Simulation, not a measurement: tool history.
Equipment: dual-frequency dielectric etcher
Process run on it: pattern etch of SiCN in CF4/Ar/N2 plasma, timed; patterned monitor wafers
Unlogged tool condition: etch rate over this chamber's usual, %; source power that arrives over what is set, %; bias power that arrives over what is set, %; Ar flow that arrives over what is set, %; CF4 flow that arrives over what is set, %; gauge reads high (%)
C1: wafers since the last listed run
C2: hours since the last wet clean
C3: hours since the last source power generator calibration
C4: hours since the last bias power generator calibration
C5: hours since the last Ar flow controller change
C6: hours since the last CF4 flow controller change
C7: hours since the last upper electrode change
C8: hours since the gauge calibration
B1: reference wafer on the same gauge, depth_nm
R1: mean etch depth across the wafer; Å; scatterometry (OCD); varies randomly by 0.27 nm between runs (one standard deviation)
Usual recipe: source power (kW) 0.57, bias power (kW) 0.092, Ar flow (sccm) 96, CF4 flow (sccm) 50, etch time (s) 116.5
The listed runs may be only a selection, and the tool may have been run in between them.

run 1 hour=0 | source_power_(kW)=0.57 bias_power_(kW)=0.092 Ar_flow_(sccm)=112 CF4_flow_(sccm)=50 etch_time_(s)=116.5 | C1=0 C2=16.4 C3=4186.6 C4=2964 C5=2181.2 C6=612.8 C7=1647.7 C8=993 | B1=130.1 | R1=1145
run 2 hour=60.8 | source_power_(kW)=0.57 bias_power_(kW)=0.106 Ar_flow_(sccm)=80 CF4_flow_(sccm)=50 etch_time_(s)=116.5 | C1=476 C2=77.2 C3=4247.4 C4=3024.8 C5=2242 C6=673.6 C7=1708.5 C8=1053.8 | B1=130 | R1=1244
run 3 hour=151.3 | source_power_(kW)=0.57 bias_power_(kW)=0.106 Ar_flow_(sccm)=80 CF4_flow_(sccm)=50 etch_time_(s)=116.5 | C1=708 C2=167.7 C3=4337.9 C4=3115.3 C5=2332.5 C6=764.1 C7=1799 C8=1144.3 | B1=130 | R1=1239
run 4 hour=228.9 | source_power_(kW)=0.57 bias_power_(kW)=0.092 Ar_flow_(sccm)=96 CF4_flow_(sccm)=50 etch_time_(s)=116.5 | C1=607 C2=245.3 C3=4415.5 C4=3192.9 C5=2410.1 C6=841.7 C7=1876.6 C8=1221.9 | B1=129.9 | R1=1152
run 5 hour=389 | source_power_(kW)=0.57 bias_power_(kW)=0.092 Ar_flow_(sccm)=96 CF4_flow_(sccm)=50 etch_time_(s)=116.5 | C1=1253 C2=405.4 C3=4575.6 C4=3353 C5=2570.2 C6=1001.8 C7=2036.7 C8=1382 | B1=130 | R1=1143
-- hour=406.6 gauge calibrated
run 6 hour=432 | source_power_(kW)=0.57 bias_power_(kW)=0.092 Ar_flow_(sccm)=109 CF4_flow_(sccm)=50 etch_time_(s)=116.5 | C1=336 C2=448.4 C3=4618.6 C4=3396 C5=2613.2 C6=1044.8 C7=2079.7 C8=25.4 | B1=129.9 | R1=1132
run 7 hour=537 | source_power_(kW)=0.57 bias_power_(kW)=0.092 Ar_flow_(sccm)=109 CF4_flow_(sccm)=50 etch_time_(s)=116.5 | C1=822 C2=553.4 C3=4723.6 C4=3501 C5=2718.2 C6=1149.8 C7=2184.7 C8=130.4 | B1=129.9 | R1=1127
-- hour=580 wet clean of the chamber
run 8 hour=617.2 | source_power_(kW)=0.57 bias_power_(kW)=0.092 Ar_flow_(sccm)=96 CF4_flow_(sccm)=50 etch_time_(s)=116.5 | C1=440 C2=37.2 C3=4803.8 C4=3581.2 C5=2798.4 C6=1230 C7=2264.9 C8=210.6 | B1=130 | R1=1176
run 9 hour=697.7 | source_power_(kW)=0.57 bias_power_(kW)=0.092 Ar_flow_(sccm)=96 CF4_flow_(sccm)=50 etch_time_(s)=116.5 | C1=630 C2=117.7 C3=4884.3 C4=3661.7 C5=2878.9 C6=1310.5 C7=2345.4 C8=291.1 | B1=129.9 | R1=1172
run 10 hour=737.6 | source_power_(kW)=0.57 bias_power_(kW)=0.092 Ar_flow_(sccm)=96 CF4_flow_(sccm)=50 etch_time_(s)=116.5 | C1=312 C2=157.6 C3=4924.2 C4=3701.6 C5=2918.8 C6=1350.4 C7=2385.3 C8=331 | B1=129.9 | R1=1172
-- hour=751.5 bias power generator calibrated
-- hour=755.6 Ar flow controller replaced
run 11 hour=788.6 | source_power_(kW)=0.62 bias_power_(kW)=0.106 Ar_flow_(sccm)=96 CF4_flow_(sccm)=50 etch_time_(s)=143.5 | C1=336 C2=208.6 C3=4975.2 C4=37.1 C5=33 C6=1401.4 C7=2436.3 C8=382 | B1=130 | R1=1624
-- hour=802.2 CF4 flow controller replaced
-- hour=858.1 upper electrode replaced
run 12 hour=867.3 | source_power_(kW)=0.62 bias_power_(kW)=0.109 Ar_flow_(sccm)=84 CF4_flow_(sccm)=38 etch_time_(s)=116.5 | C1=381 C2=287.3 C3=5053.9 C4=115.8 C5=111.7 C6=65.1 C7=9.2 C8=460.7 | B1=130 | R1=1274
run 13 hour=941.1 | source_power_(kW)=0.57 bias_power_(kW)=0.073 Ar_flow_(sccm)=75 CF4_flow_(sccm)=50 etch_time_(s)=116.5 | C1=577 C2=361.1 C3=5127.7 C4=189.6 C5=185.5 C6=138.9 C7=83 C8=534.5 | B1=130 | R1=1103
-- hour=953.6 source power generator calibrated
-- hour=1040.5 wet clean of the chamber
run 14 hour=1041 | source_power_(kW)=0.57 bias_power_(kW)=0.092 Ar_flow_(sccm)=89 CF4_flow_(sccm)=50 etch_time_(s)=116.5 | C1=562 C2=0.5 C3=87.4 C4=289.5 C5=285.4 C6=238.8 C7=182.9 C8=634.4 | B1=130 | R1=1175
run 15 hour=1111.6 | source_power_(kW)=0.57 bias_power_(kW)=0.078 Ar_flow_(sccm)=96 CF4_flow_(sccm)=62 etch_time_(s)=116.5 | C1=552 C2=71.1 C3=158 C4=360.1 C5=356 C6=309.4 C7=253.5 C8=705 | B1=130 | R1=1140

The next listed run, before its measurement:
run 16 hour=1212.9 | source_power_(kW)=0.57 bias_power_(kW)=0.092 Ar_flow_(sccm)=96 CF4_flow_(sccm)=50 etch_time_(s)=116.5 | C1=793 C2=172.4 C3=259.3 C4=461.4 C5=457.3 C6=410.7 C7=354.8 C8=806.3 | B1=? | R1=?

B1: 130
R1: 1158 Å
Take away the tool's hidden state, keep the run-to-run variation as it was, and the same run would have given R1 1164 Å.
